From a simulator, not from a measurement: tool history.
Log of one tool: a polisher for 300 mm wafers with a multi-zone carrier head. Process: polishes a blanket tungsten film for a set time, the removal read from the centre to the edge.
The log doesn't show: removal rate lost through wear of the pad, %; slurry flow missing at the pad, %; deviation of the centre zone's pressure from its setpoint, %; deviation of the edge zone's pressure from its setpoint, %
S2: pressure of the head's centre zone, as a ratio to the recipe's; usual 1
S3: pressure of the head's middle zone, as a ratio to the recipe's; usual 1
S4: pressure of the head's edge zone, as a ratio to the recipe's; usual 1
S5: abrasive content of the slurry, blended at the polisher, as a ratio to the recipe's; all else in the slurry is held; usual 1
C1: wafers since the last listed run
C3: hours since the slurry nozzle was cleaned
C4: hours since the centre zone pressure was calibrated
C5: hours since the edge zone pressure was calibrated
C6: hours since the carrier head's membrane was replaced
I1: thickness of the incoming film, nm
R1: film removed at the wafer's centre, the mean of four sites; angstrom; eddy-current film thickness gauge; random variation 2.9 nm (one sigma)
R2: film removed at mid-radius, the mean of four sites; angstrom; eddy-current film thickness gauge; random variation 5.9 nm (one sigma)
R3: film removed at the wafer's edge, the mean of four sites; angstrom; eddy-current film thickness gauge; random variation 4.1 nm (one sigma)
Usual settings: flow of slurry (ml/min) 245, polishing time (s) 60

{"run": 1, "day": 0.0, "flow of slurry (ml/min)": 245, "S2": 1, "S3": 0.97, "S4": 1, "S5": 1, "polishing time (s)": 60, "C1": 0, "wafers polished on this pad": 180, "C3": 178.7, "C4": 453.7, "C5": 1028.7, "C6": 727.4, "I1": 1115.8, "R1": 3831, "R2": 3789, "R3": 3711}
{"day": 3.496, "done": "slurry nozzle cleaned"}
{"run": 2, "day": 3.846, "flow of slurry (ml/min)": 245, "S2": 1.08, "S3": 1, "S4": 1, "S5": 1, "polishing time (s)": 60, "C1": 914, "wafers polished on this pad": 1094, "C3": 8.4, "C4": 546, "C5": 1121, "C6": 819.7, "I1": 1123.2, "R1": 4034, "R2": 3819, "R3": 3674}
{"run": 3, "day": 6.288, "flow of slurry (ml/min)": 245, "S2": 1, "S3": 1, "S4": 1, "S5": 1, "polishing time (s)": 60, "C1": 587, "wafers polished on this pad": 1681, "C3": 67, "C4": 604.6, "C5": 1179.6, "C6": 878.3, "I1": 1098.4, "R1": 3674, "R2": 3793, "R3": 3605}
{"day": 7.867, "done": "worn pad replaced by a new one"}
{"run": 4, "day": 10.108, "flow of slurry (ml/min)": 245, "S2": 1, "S3": 1, "S4": 1, "S5": 1, "polishing time (s)": 60, "C1": 878, "wafers polished on this pad": 538, "C3": 158.7, "C4": 696.3, "C5": 1271.3, "C6": 970, "I1": 1104.4, "R1": 3788, "R2": 3934, "R3": 3705}
{"run": 5, "day": 13.092, "flow of slurry (ml/min)": 245, "S2": 1, "S3": 1, "S4": 1, "S5": 1, "polishing time (s)": 60, "C1": 717, "wafers polished on this pad": 1255, "C3": 230.3, "C4": 767.9, "C5": 1342.9, "C6": 1041.6, "I1": 1143.9, "R1": 3724, "R2": 3883, "R3": 3632}
{"day": 13.854, "done": "slurry nozzle cleaned"}
{"day": 14.183, "done": "centre zone pressure recalibrated"}
{"run": 6, "day": 15.688, "flow of slurry (ml/min)": 245, "S2": 1, "S3": 1, "S4": 1, "S5": 1, "polishing time (s)": 60, "C1": 594, "wafers polished on this pad": 1849, "C3": 44, "C4": 36.1, "C5": 1405.2, "C6": 1103.9, "I1": 1121.8, "R1": 3662, "R2": 3801, "R3": 3591}
{"day": 16.212, "done": "edge zone pressure recalibrated"}
{"day": 16.446, "done": "worn pad replaced by a new one"}
{"run": 7, "day": 18.958, "flow of slurry (ml/min)": 245, "S2": 1, "S3": 1, "S4": 1, "S5": 1, "polishing time (s)": 60, "C1": 726, "wafers polished on this pad": 604, "C3": 122.5, "C4": 114.6, "C5": 65.9, "C6": 1182.4, "I1": 1117.2, "R1": 3761, "R2": 3785, "R3": 3757}
{"day": 20.596, "done": "carrier head's membrane replaced by a new one"}
{"run": 8, "day": 22.717, "flow of slurry (ml/min)": 245, "S2": 1, "S3": 1, "S4": 1, "S5": 1, "polishing time (s)": 40, "C1": 853, "wafers polished on this pad": 1457, "C3": 212.7, "C4": 204.8, "C5": 156.1, "C6": 50.9, "I1": 1123, "R1": 2497, "R2": 2564, "R3": 2372}
{"day": 23.383, "done": "slurry nozzle cleaned"}
{"run": 9, "day": 24.762, "flow of slurry (ml/min)": 245, "S2": 1.08, "S3": 1, "S4": 1, "S5": 1, "polishing time (s)": 60, "C1": 481, "wafers polished on this pad": 1939, "C3": 33.1, "C4": 253.9, "C5": 205.2, "C6": 100, "I1": 1133.1, "R1": 3977, "R2": 3745, "R3": 3610}

The next listed run, before its measurement:
{"day": 26.688, "done": "worn pad replaced by a new one"}
{"run": 10, "day": 28.779, "flow of slurry (ml/min)": 185, "S2": 0.9, "S3": 0.9, "S4": 1, "S5": 1, "polishing time (s)": 60, "C1": 925, "wafers polished on this pad": 503, "C3": 129.5, "C4": 350.3, "C5": 301.6, "C6": 196.4, "I1": 1094.9, "R1": "?", "R2": "?", "R3": "?"}

Run 10 gave R1 3283 angstrom, R2 3471 angstrom, R3 3562 angstrom.
Without the tool's hidden state the same run would have given R1 3347 angstrom, R2 3539 angstrom, R3 3632 angstrom.
